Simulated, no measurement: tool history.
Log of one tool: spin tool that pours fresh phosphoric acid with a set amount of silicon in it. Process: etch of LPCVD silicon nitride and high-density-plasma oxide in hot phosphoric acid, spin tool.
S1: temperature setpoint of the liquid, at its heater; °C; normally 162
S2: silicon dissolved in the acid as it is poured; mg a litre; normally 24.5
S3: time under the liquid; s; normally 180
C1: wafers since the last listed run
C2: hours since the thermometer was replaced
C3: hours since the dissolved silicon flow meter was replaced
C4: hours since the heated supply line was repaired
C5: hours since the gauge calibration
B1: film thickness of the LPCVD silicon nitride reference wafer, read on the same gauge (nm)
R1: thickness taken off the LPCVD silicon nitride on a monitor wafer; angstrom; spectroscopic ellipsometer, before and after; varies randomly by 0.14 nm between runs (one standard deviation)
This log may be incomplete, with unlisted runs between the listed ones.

run,hour,S1,S2,S3,C1,C2,C3,C4,C5,B1,R1
1,0,163.5,24.5,125,0,357.8,752.8,3118.1,613.8,106.65,123.2
2,149,160.5,24.5,180,876,506.8,901.8,3267.1,762.8,106.43,159.6
3,184.1,160.5,24.5,180,206,541.9,936.9,3302.2,797.9,106.37,160.9
4,226.1,160.5,24.5,180,246,583.9,978.9,3344.2,839.9,106.35,159.9
5,263.1,162,24.5,180,217,620.9,1015.9,3381.2,876.9,106.34,167.5
# hour 279.5: thermometer replaced
# hour 289.8: gauge calibrated
6,333.9,162,24.5,180,410,54.4,1086.7,3452,44.1,108.82,172.5
7,401.7,162,24.5,180,398,122.2,1154.5,3519.8,111.9,108.09,169.7
# hour 403.9: dissolved silicon flow meter replaced
8,468.9,162,24.5,180,389,189.4,65,3587,179.1,107.51,170.7
9,531.9,162,24.5,180,370,252.4,128,3650,242.1,107.08,169.4
10,577.1,160.5,24.5,180,265,297.6,173.2,3695.2,287.3,106.83,160
11,644.1,162,24.5,180,394,364.6,240.2,3762.2,354.3,106.47,168.3
12,675.2,163,33.5,100,182,395.7,271.3,3793.3,385.4,106.38,97.3
13,747,162,18,135,422,467.5,343.1,3865.1,457.2,106.14,125.8
14,782.7,161,36.5,180,209,503.2,378.8,3900.8,492.9,106.02,162.4
# hour 811.8: heated supply line repaired
15,830.1,162,24.5,180,272,550.6,426.2,18.3,540.3,105.91,166.5
16,874.8,159,24.5,85,262,595.3,470.9,63,585,105.81,71.7
17,912.4,163.5,35.5,180,221,632.9,508.5,100.6,622.6,105.7,177
18,938.6,162,24.5,180,154,659.1,534.7,126.8,648.8,105.67,165.7
19,992.7,164.5,36,150,318,713.2,588.8,180.9,702.9,105.56,151.2
# hour 995.4: thermometer replaced
20,1052.1,163.5,31,120,343,56.7,648.2,240.3,762.3,105.51,116

Below are 5 alternative next runs, each starting from the tool's condition after run 20. Predict each:
A,1052.6,162,24.5,180,2,57.2,648.7,240.8,762.8,?,?
B,1052.6,163,18,245,2,57.2,648.7,240.8,762.8,?,?
C,1052.6,161,24.5,150,2,57.2,648.7,240.8,762.8,?,?
D,1052.6,162,7,180,2,57.2,648.7,240.8,762.8,?,?
E,1052.6,161,14.5,75,2,57.2,648.7,240.8,762.8,?,?

run,B1,R1
A,105.52,169.6
B,105.52,238.7
C,105.52,136.7
D,105.52,169.6
E,105.52,68.4
Take away the tool's hidden state, keep each run's random variation, and the runs would have read:
run,R1
A,176.8
B,248.8
C,142.5
D,176.8
E,71.3
